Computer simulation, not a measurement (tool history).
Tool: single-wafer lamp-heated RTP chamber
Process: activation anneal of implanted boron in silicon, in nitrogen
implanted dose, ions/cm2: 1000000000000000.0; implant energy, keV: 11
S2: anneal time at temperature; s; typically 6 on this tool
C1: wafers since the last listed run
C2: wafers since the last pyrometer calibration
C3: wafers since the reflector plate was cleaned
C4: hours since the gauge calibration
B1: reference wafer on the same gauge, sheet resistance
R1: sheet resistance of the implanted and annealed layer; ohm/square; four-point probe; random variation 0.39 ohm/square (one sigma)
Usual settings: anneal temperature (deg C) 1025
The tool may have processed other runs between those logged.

{"run": 1, "day": 0.0, "anneal temperature (deg C)": 1025, "S2": 6, "C1": 0, "C2": 2511, "C3": 9803, "C4": 297.2, "B1": 109.98, "R1": 120.46}
{"run": 2, "day": 0.283, "anneal temperature (deg C)": 1025, "S2": 6, "C1": 107, "C2": 2618, "C3": 9910, "C4": 304, "B1": 110.02, "R1": 120.97}
{"day": 0.475, "done": "gauge calibrated"}
{"run": 3, "day": 0.808, "anneal temperature (deg C)": 1025, "S2": 6, "C1": 198, "C2": 2817, "C3": 10108, "C4": 8, "B1": 109.97, "R1": 120.73}
{"run": 4, "day": 1.404, "anneal temperature (deg C)": 1025, "S2": 6, "C1": 225, "C2": 3042, "C3": 10333, "C4": 22.3, "B1": 110, "R1": 119.81}
{"run": 5, "day": 1.979, "anneal temperature (deg C)": 1031, "S2": 5, "C1": 217, "C2": 3259, "C3": 10551, "C4": 36.1, "B1": 109.95, "R1": 119.84}
{"run": 6, "day": 2.458, "anneal temperature (deg C)": 1031, "S2": 5, "C1": 181, "C2": 3440, "C3": 10732, "C4": 47.6, "B1": 109.99, "R1": 119.55}
{"run": 7, "day": 2.946, "anneal temperature (deg C)": 1040, "S2": 6, "C1": 184, "C2": 3624, "C3": 10916, "C4": 59.3, "B1": 109.97, "R1": 117.26}
{"run": 8, "day": 3.388, "anneal temperature (deg C)": 1025, "S2": 6, "C1": 166, "C2": 3791, "C3": 11083, "C4": 69.9, "B1": 110.04, "R1": 120.82}
{"run": 9, "day": 3.8, "anneal temperature (deg C)": 1025, "S2": 6, "C1": 155, "C2": 3947, "C3": 11239, "C4": 79.8, "B1": 110.05, "R1": 120.11}
{"run": 10, "day": 4.504, "anneal temperature (deg C)": 1025, "S2": 6, "C1": 266, "C2": 4213, "C3": 11505, "C4": 96.7, "B1": 109.89, "R1": 120.47}
{"run": 11, "day": 4.988, "anneal temperature (deg C)": 1025, "S2": 6, "C1": 182, "C2": 4396, "C3": 11687, "C4": 108.3, "B1": 110.07, "R1": 119.85}
{"run": 12, "day": 5.479, "anneal temperature (deg C)": 1025, "S2": 6, "C1": 185, "C2": 4582, "C3": 11873, "C4": 120.1, "B1": 110.06, "R1": 119.29}
{"run": 13, "day": 5.754, "anneal temperature (deg C)": 1025, "S2": 6, "C1": 103, "C2": 4686, "C3": 11977, "C4": 126.7, "B1": 110, "R1": 119.32}
{"run": 14, "day": 6.175, "anneal temperature (deg C)": 1025, "S2": 6, "C1": 159, "C2": 4845, "C3": 12136, "C4": 136.8, "B1": 110.05, "R1": 119.26}
{"run": 15, "day": 6.546, "anneal temperature (deg C)": 1025, "S2": 6, "C1": 140, "C2": 4985, "C3": 12276, "C4": 145.7, "B1": 109.98, "R1": 118.86}
{"day": 7.033, "done": "reflector plate cleaned"}
{"day": 7.354, "done": "pyrometer window cleaned and pyrometer calibrated"}
{"run": 16, "day": 7.375, "anneal temperature (deg C)": 1032, "S2": 6, "C1": 65, "C2": 7, "C3": 7, "C4": 165.6, "B1": 109.97, "R1": 120.58}
{"run": 17, "day": 7.458, "anneal temperature (deg C)": 1025, "S2": 6, "C1": 31, "C2": 39, "C3": 39, "C4": 167.6, "B1": 109.97, "R1": 120.82}
{"run": 18, "day": 8.058, "anneal temperature (deg C)": 1025, "S2": 6, "C1": 226, "C2": 265, "C3": 265, "C4": 182, "B1": 110.03, "R1": 121.47}
{"run": 19, "day": 8.625, "anneal temperature (deg C)": 1025, "S2": 6, "C1": 214, "C2": 480, "C3": 480, "C4": 195.6, "B1": 110.01, "R1": 121.15}
{"run": 20, "day": 9.058, "anneal temperature (deg C)": 1031, "S2": 5, "C1": 163, "C2": 643, "C3": 643, "C4": 206, "B1": 110.04, "R1": 120.59}
{"run": 21, "day": 9.35, "anneal temperature (deg C)": 1050, "S2": 5, "C1": 110, "C2": 754, "C3": 754, "C4": 213, "B1": 109.98, "R1": 117.57}
{"run": 22, "day": 9.692, "anneal temperature (deg C)": 1034, "S2": 8, "C1": 129, "C2": 883, "C3": 883, "C4": 221.2, "B1": 110.02, "R1": 118.53}
{"run": 23, "day": 10.346, "anneal temperature (deg C)": 1025, "S2": 5, "C1": 247, "C2": 1130, "C3": 1130, "C4": 236.9, "B1": 110, "R1": 122.18}
{"run": 24, "day": 10.983, "anneal temperature (deg C)": 1034, "S2": 9, "C1": 240, "C2": 1371, "C3": 1371, "C4": 252.2, "B1": 110.11, "R1": 118.69}
{"run": 25, "day": 11.292, "anneal temperature (deg C)": 1025, "S2": 5, "C1": 116, "C2": 1487, "C3": 1487, "C4": 259.6, "B1": 110.03, "R1": 121.77}
{"run": 26, "day": 11.858, "anneal temperature (deg C)": 1055, "S2": 4, "C1": 214, "C2": 1701, "C3": 1701, "C4": 273.2, "B1": 109.99, "R1": 117.27}
{"day": 12.104, "done": "gauge calibrated"}
{"run": 27, "day": 12.133, "anneal temperature (deg C)": 1046, "S2": 4, "C1": 103, "C2": 1805, "C3": 1805, "C4": 0.7, "B1": 109.94, "R1": 118.7}
{"run": 28, "day": 12.667, "anneal temperature (deg C)": 998, "S2": 5, "C1": 201, "C2": 2007, "C3": 2007, "C4": 13.5, "B1": 109.97, "R1": 131.02}
{"run": 29, "day": 13.292, "anneal temperature (deg C)": 1017, "S2": 7, "C1": 236, "C2": 2243, "C3": 2243, "C4": 28.5, "B1": 110.02, "R1": 122.6}
{"run": 30, "day": 13.562, "anneal temperature (deg C)": 1007, "S2": 9, "C1": 102, "C2": 2345, "C3": 2345, "C4": 35, "B1": 109.99, "R1": 123.9}
{"run": 31, "day": 13.829, "anneal temperature (deg C)": 1041, "S2": 3, "C1": 100, "C2": 2446, "C3": 2446, "C4": 41.4, "B1": 110.09, "R1": 120}
{"run": 32, "day": 15.933, "anneal temperature (deg C)": 996, "S2": 3, "C1": 795, "C2": 3241, "C3": 3241, "C4": 91.9, "B1": 109.96, "R1": 132.34}
{"run": 33, "day": 16.571, "anneal temperature (deg C)": 1025, "S2": 6, "C1": 240, "C2": 3482, "C3": 3482, "C4": 107.2, "B1": 110.06, "R1": 120.75}

Alternative continuations, all from the tool just after run 33; predict every row:
{"run": "A", "day": 16.588, "anneal temperature (deg C)": 1025, "S2": 6, "C1": 6, "C2": 3488, "C3": 3488, "C4": 107.6, "B1": "?", "R1": "?"}
{"run": "B", "day": 16.588, "anneal temperature (deg C)": 1050, "S2": 9, "C1": 6, "C2": 3488, "C3": 3488, "C4": 107.6, "B1": "?", "R1": "?"}
{"run": "C", "day": 16.588, "anneal temperature (deg C)": 1008, "S2": 9, "C1": 6, "C2": 3488, "C3": 3488, "C4": 107.6, "B1": "?", "R1": "?"}

run=A B1=110 R1=120.1
run=B B1=110 R1=115.47
run=C B1=110 R1=122.31
The same runs, with their run-to-run variation unchanged, on a tool lacking any hidden condition would have given:
run=A R1=121.61
run=B R1=116.38
run=C R1=124.49

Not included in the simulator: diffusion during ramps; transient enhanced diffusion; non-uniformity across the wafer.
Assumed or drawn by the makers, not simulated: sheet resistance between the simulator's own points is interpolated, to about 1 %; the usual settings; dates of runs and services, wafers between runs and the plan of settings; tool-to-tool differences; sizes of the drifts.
